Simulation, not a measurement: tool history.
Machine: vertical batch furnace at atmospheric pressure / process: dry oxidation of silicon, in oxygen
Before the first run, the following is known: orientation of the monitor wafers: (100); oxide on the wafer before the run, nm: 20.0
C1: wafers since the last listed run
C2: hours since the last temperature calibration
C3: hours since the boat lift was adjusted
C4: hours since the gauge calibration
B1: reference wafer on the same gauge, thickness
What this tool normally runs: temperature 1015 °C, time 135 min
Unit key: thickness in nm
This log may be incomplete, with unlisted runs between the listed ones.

{"run": 1, "day": 0.0, "temperature": 1015, "time": 135, "C1": 0, "C2": 5249.2, "C3": 4293.1, "C4": 244.4, "B1": 118.02, "thickness": 108.65}
{"day": 0.696, "done": "gauge calibrated"}
{"run": 2, "day": 0.746, "temperature": 1015, "time": 135, "C1": 192, "C2": 5267.1, "C3": 4311, "C4": 1.2, "B1": 118, "thickness": 108.89}
{"run": 3, "day": 2.117, "temperature": 1015, "time": 135, "C1": 353, "C2": 5300, "C3": 4343.9, "C4": 34.1, "B1": 118.02, "thickness": 108.62}
{"run": 4, "day": 2.921, "temperature": 1015, "time": 114, "C1": 207, "C2": 5319.3, "C3": 4363.2, "C4": 53.4, "B1": 118, "thickness": 97.77}
{"run": 5, "day": 3.979, "temperature": 1015, "time": 135, "C1": 272, "C2": 5344.7, "C3": 4388.6, "C4": 78.8, "B1": 117.93, "thickness": 108.97}
{"run": 6, "day": 4.921, "temperature": 1015, "time": 135, "C1": 242, "C2": 5367.3, "C3": 4411.2, "C4": 101.4, "B1": 118.02, "thickness": 108.77}
{"run": 7, "day": 6.008, "temperature": 1015, "time": 135, "C1": 280, "C2": 5393.4, "C3": 4437.3, "C4": 127.5, "B1": 117.98, "thickness": 108.71}
{"run": 8, "day": 6.567, "temperature": 998, "time": 135, "C1": 143, "C2": 5406.8, "C3": 4450.7, "C4": 140.9, "B1": 117.99, "thickness": 94.17}
{"day": 8.367, "done": "boat lift adjusted"}
{"run": 9, "day": 8.388, "temperature": 1015, "time": 169.5, "C1": 211, "C2": 5450.5, "C3": 0.5, "C4": 184.6, "B1": 117.98, "thickness": 125.41}
{"run": 10, "day": 8.862, "temperature": 1015, "time": 101, "C1": 122, "C2": 5461.9, "C3": 11.9, "C4": 196, "B1": 118.03, "thickness": 90.56}
{"run": 11, "day": 9.825, "temperature": 1028, "time": 135, "C1": 248, "C2": 5485, "C3": 35, "C4": 219.1, "B1": 118.01, "thickness": 121.02}
{"run": 12, "day": 11.304, "temperature": 1015, "time": 135, "C1": 381, "C2": 5520.5, "C3": 70.5, "C4": 254.6, "B1": 118.07, "thickness": 108.71}
{"day": 11.367, "done": "gauge calibrated"}
{"day": 13.029, "done": "thermocouples replaced and temperature profile calibrated"}
{"run": 13, "day": 13.05, "temperature": 1015, "time": 135, "C1": 192, "C2": 0.5, "C3": 112.4, "C4": 40.4, "B1": 118.01, "thickness": 109.01}
{"run": 14, "day": 13.3, "temperature": 1025, "time": 72.5, "C1": 64, "C2": 6.5, "C3": 118.4, "C4": 46.4, "B1": 118.02, "thickness": 80.74}
{"run": 15, "day": 13.9, "temperature": 1006, "time": 175, "C1": 154, "C2": 20.9, "C3": 132.8, "C4": 60.8, "B1": 118.02, "thickness": 118.87}
{"run": 16, "day": 16.238, "temperature": 1015, "time": 135, "C1": 602, "C2": 77, "C3": 188.9, "C4": 116.9, "B1": 117.97, "thickness": 108.96}
{"run": 17, "day": 17.246, "temperature": 1009, "time": 84.5, "C1": 260, "C2": 101.2, "C3": 213.1, "C4": 141.1, "B1": 118.04, "thickness": 77.51}

Predict each of these 5 candidate next runs independently; none follows another, all start after run 17:
{"run": "A", "day": 17.5, "temperature": 1015, "time": 116, "C1": 65, "C2": 107.3, "C3": 219.2, "C4": 147.2, "B1": "?", "thickness": "?"}
{"run": "B", "day": 17.5, "temperature": 1000, "time": 88, "C1": 65, "C2": 107.3, "C3": 219.2, "C4": 147.2, "B1": "?", "thickness": "?"}
{"run": "C", "day": 17.5, "temperature": 1024, "time": 199, "C1": 65, "C2": 107.3, "C3": 219.2, "C4": 147.2, "B1": "?", "thickness": "?"}
{"run": "D", "day": 17.5, "temperature": 1032, "time": 114.5, "C1": 65, "C2": 107.3, "C3": 219.2, "C4": 147.2, "B1": "?", "thickness": "?"}
{"run": "E", "day": 17.5, "temperature": 1036, "time": 156, "C1": 65, "C2": 107.3, "C3": 219.2, "C4": 147.2, "B1": "?", "thickness": "?"}

run=A B1=117.99 thickness=98.88
run=B B1=117.99 thickness=73.6
run=C B1=117.99 thickness=149.82
run=D B1=117.99 thickness=112.66
run=E B1=117.99 thickness=141.1
Without the tool's unlogged condition, the same runs would have read:
run=A thickness=98.88
run=B thickness=73.6
run=C thickness=149.82
run=D thickness=112.66
run=E thickness=141.1
